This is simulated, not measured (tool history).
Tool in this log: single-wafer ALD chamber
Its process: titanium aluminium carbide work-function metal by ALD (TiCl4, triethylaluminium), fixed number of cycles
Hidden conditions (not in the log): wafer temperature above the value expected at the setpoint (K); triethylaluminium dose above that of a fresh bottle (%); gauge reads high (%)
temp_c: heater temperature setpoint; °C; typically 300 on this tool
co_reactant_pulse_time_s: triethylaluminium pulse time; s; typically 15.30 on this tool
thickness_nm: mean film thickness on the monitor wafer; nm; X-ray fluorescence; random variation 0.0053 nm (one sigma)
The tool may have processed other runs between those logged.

run	hour	temp_c	co_reactant_pulse_time_s	wafers since the last listed run	hours since the last thermocouple change	hours since the last triethylaluminium bottle change	hours since the showerhead was replaced	hours since the gauge calibration	read-back reference wafer on the same gauge, thickness_nm	thickness_nm
1	0.0	290	19.40	0	1490.4	938.2	7582.4	51.5	2.172	2.025
2	87.7	290	19.40	756	1578.1	1025.9	7670.1	139.2	2.180	2.040
3	112.4	310	11.21	212	1602.8	1050.6	7694.8	163.9	2.181	2.216
4	139.8	300	15.30	236	1630.2	1078.0	7722.2	191.3	2.183	2.138
5	159.5	300	15.30	169	1649.9	1097.7	7741.9	211.0	2.187	2.148
6	184.4	300	15.30	214	1674.8	1122.6	7766.8	235.9	2.188	2.144
# hour 189.4: gauge calibrated
7	202.8	300	15.30	158	1693.2	1141.0	7785.2	13.4	2.167	2.120
# hour 214.1: triethylaluminium bottle replaced
8	234.8	300	15.30	206	1725.2	20.7	7817.2	45.4	2.170	2.126
# hour 252.3: showerhead replaced
# hour 254.1: thermocouple changed; heater temperature recalibrated
9	254.6	289	13.66	86	0.5	40.5	2.3	65.2	2.169	2.011
10	280.5	294	15.30	223	26.4	66.4	28.2	91.1	2.173	2.064
11	298.9	300	13.51	158	44.8	84.8	46.6	109.5	2.175	2.119
12	334.8	308	10.01	309	80.7	120.7	82.5	145.4	2.178	2.192
13	347.5	292	9.60	109	93.4	133.4	95.2	158.1	2.179	2.015
14	371.5	300	15.30	206	117.4	157.4	119.2	182.1	2.183	2.136
15	395.9	300	17.85	210	141.8	181.8	143.6	206.5	2.183	2.140
# hour 434.9: gauge calibrated
16	446.6	300	15.30	437	192.5	232.5	194.3	11.7	2.171	2.116

What was the tool's hidden state at every run in the log?
wafer temperature above the value expected at the setpoint (K): 0 at every run
triethylaluminium dose above that of a fresh bottle (%): 0 at every run
H1: gauge reads high (%)
run	H1
1	0.0904
2	0.441
3	0.54
4	0.65
5	0.728
6	0.828
7	-0.174
8	-0.0461
9	0.0331
10	0.137
11	0.21
12	0.354
13	0.405
14	0.501
15	0.598
16	0.00283

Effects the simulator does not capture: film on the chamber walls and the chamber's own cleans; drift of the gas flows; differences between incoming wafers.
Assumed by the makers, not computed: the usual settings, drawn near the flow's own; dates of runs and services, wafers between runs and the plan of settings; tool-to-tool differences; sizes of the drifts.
